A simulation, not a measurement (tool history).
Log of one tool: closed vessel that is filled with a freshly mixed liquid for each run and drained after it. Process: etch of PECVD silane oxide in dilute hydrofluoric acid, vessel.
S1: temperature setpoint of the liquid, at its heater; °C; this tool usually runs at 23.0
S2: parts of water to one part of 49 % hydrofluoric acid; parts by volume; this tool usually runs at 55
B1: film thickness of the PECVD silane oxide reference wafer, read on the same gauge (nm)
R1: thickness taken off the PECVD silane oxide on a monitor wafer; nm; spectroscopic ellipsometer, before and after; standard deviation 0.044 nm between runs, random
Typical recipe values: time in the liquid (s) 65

{"run": 1, "hour": 0.0, "S1": 23.0, "S2": 55, "time in the liquid (s)": 65, "B1": 110.0, "R1": 16.96}
{"run": 2, "hour": 8.8, "S1": 23.0, "S2": 55, "time in the liquid (s)": 65, "B1": 109.99, "R1": 16.97}
{"run": 3, "hour": 26.8, "S1": 23.0, "S2": 55, "time in the liquid (s)": 65, "B1": 110.0, "R1": 16.88}
{"run": 4, "hour": 36.8, "S1": 23.0, "S2": 55, "time in the liquid (s)": 65, "B1": 109.99, "R1": 16.91}
{"run": 5, "hour": 51.7, "S1": 23.0, "S2": 55, "time in the liquid (s)": 65, "B1": 110.0, "R1": 16.86}
{"hour": 64.3, "done": "thermometer replaced"}
{"run": 6, "hour": 68.8, "S1": 22.0, "S2": 55, "time in the liquid (s)": 65, "B1": 110.0, "R1": 18.03}
{"run": 7, "hour": 79.3, "S1": 22.0, "S2": 55, "time in the liquid (s)": 65, "B1": 110.03, "R1": 17.98}
{"hour": 90.1, "done": "gauge calibrated"}
{"run": 8, "hour": 94.0, "S1": 20.5, "S2": 55, "time in the liquid (s)": 100, "B1": 109.98, "R1": 25.98}
{"run": 9, "hour": 104.3, "S1": 20.0, "S2": 45, "time in the liquid (s)": 30, "B1": 110.0, "R1": 9.43}
{"hour": 107.2, "done": "hydrofluoric acid flow meter replaced"}
{"run": 10, "hour": 112.5, "S1": 23.0, "S2": 55, "time in the liquid (s)": 65, "B1": 110.0, "R1": 21.15}
{"run": 11, "hour": 128.4, "S1": 23.0, "S2": 55, "time in the liquid (s)": 65, "B1": 110.0, "R1": 21.09}
{"run": 12, "hour": 138.9, "S1": 20.0, "S2": 35, "time in the liquid (s)": 95, "B1": 110.0, "R1": 43.67}
{"run": 13, "hour": 154.2, "S1": 23.0, "S2": 70, "time in the liquid (s)": 90, "B1": 109.99, "R1": 22.56}
{"run": 14, "hour": 171.6, "S1": 23.0, "S2": 45, "time in the liquid (s)": 65, "B1": 109.98, "R1": 26.04}

Each run again, without the hidden state but with its own random variation kept:
What the log doesn't record here: liquid colder than its thermometer reads (K); hydrofluoric acid flow below the setpoint (%); gauge reads high (%).
run=1 R1=21.77
run=2 R1=21.81
run=3 R1=21.73
run=4 R1=21.79
run=5 R1=21.77
run=6 R1=20.92
run=7 R1=20.89
run=8 R1=30.22
run=9 R1=10.97
run=10 R1=21.77
run=11 R1=21.74
run=12 R1=45.07
run=13 R1=23.32
run=14 R1=26.95
